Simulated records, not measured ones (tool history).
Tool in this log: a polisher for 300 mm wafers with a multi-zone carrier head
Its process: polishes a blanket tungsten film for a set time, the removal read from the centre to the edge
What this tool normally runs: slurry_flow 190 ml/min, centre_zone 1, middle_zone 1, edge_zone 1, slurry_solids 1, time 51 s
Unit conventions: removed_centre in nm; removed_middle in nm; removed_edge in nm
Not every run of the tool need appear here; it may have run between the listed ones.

run,day,slurry_flow,centre_zone,middle_zone,edge_zone,slurry_solids,time,"incoming thickness of the incoming film, nm",removed_centre,removed_middle,removed_edge
1,0,190,1,1,1,1,51,1565.5,311.3,337.4,335.8
2,0.417,190,1,1,1,1,51,1521.8,315.6,340.6,336.1
3,0.688,190,1,1,1,1,59,1537.7,358.9,392,383
4,1.258,190,1,1,1,1,59,1550.9,354.5,387.9,385.5
5,1.996,190,1,1,1,1,51,1540.8,306.9,336.7,333.4
6,2.6,190,1,1,1,1,51,1499.6,308.4,333.3,335.3
7,3.125,190,1,1,1,1,51,1527.4,306.3,335.9,333.9
8,5.146,190,1.03,1,1,1,51,1530,313.4,337.9,330.9
9,5.571,190,1,1,1,1,51,1524.5,299,339.9,334.9
10,6.125,190,1,1,1,1,51,1498.8,302.5,334.8,329.8
11,6.5,190,1,1,1,1,51,1536.5,303.3,336.3,336.2
12,6.938,225,1,1.07,1,1,51,1515.7,312.9,362.2,336.1
13,8.925,190,1,0.89,1,1,51,1542.5,296,320.1,337.7
14,9.633,190,1,1,1,1,51,1513.4,293.5,334,330.2
15,10.062,170,0.9,1.11,1,1,40,1533.4,202.1,275.7,258.3
16,10.429,165,1,1,1.04,1,51,1544.3,286.6,331.1,328.1
17,10.967,190,1,0.9,1,1.15,51,1541.4,354.6,333.3,341.1
18,13.104,190,1,1.05,1,1.3,65,1534.4,457.2,469.3,450
19,13.417,190,1,0.93,1,1,36,1532.1,238,226.6,236.8
20,14.15,190,1,1,1,1,63,1501.8,409.9,417,416.5
21,14.504,190,1,1,1,1,51,1535,333.1,338.3,338.5

Removed from this log: 9 entries logged between the listed runs. Between which two listed runs does each belong, and how does the tool's hidden state at the listed run before it compare with that at the listed run after it?
Run 1 -> run 2: worn pad replaced by a new one (day 0.396)
  deviation of the centre zone's pressure from its setpoint, %: -8.83 -> -9
  what was measured, less what the result would be without the hidden state, removed_centre: -30.4 -> -31.5 nm
Run 7 -> run 8: worn pad replaced by a new one (day 3.958)
  deviation of the centre zone's pressure from its setpoint, %: -10.2 -> -11.1
  what was measured, less what the result would be without the hidden state, removed_centre: -35 -> -39.3 nm
Run 12 -> run 13: worn pad replaced by a new one (day 7.296); slurry nozzle cleaned (day 7.612); edge zone pressure recalibrated (day 8.904)
  deviation of the centre zone's pressure from its setpoint, %: -11.9 -> -12.9
  what was measured, less what the result would be without the hidden state, removed_centre: -42.8 -> -44.2 nm
Run 13 -> run 14: carrier head's membrane replaced by a new one (day 9.612)
  deviation of the centre zone's pressure from its setpoint, %: -12.9 -> -13.3
  what was measured, less what the result would be without the hidden state, removed_centre: -44.2 -> -45.4 nm
Run 15 -> run 16: worn pad replaced by a new one (day 10.296)
  deviation of the centre zone's pressure from its setpoint, %: -13.5 -> -13.7
  what was measured, less what the result would be without the hidden state, removed_centre: -32.1 -> -45.8 nm
Run 16 -> run 17: centre zone pressure recalibrated (day 10.946)
  deviation of the centre zone's pressure from its setpoint, %: -13.7 -> -1.26
  what was measured, less what the result would be without the hidden state, removed_centre: -45.8 -> -4.6 nm
Run 19 -> run 20: worn pad replaced by a new one (day 13.608)
  deviation of the centre zone's pressure from its setpoint, %: -1.29 -> -1.31
  what was measured, less what the result would be without the hidden state, removed_centre: -3.1 -> -5.5 nm
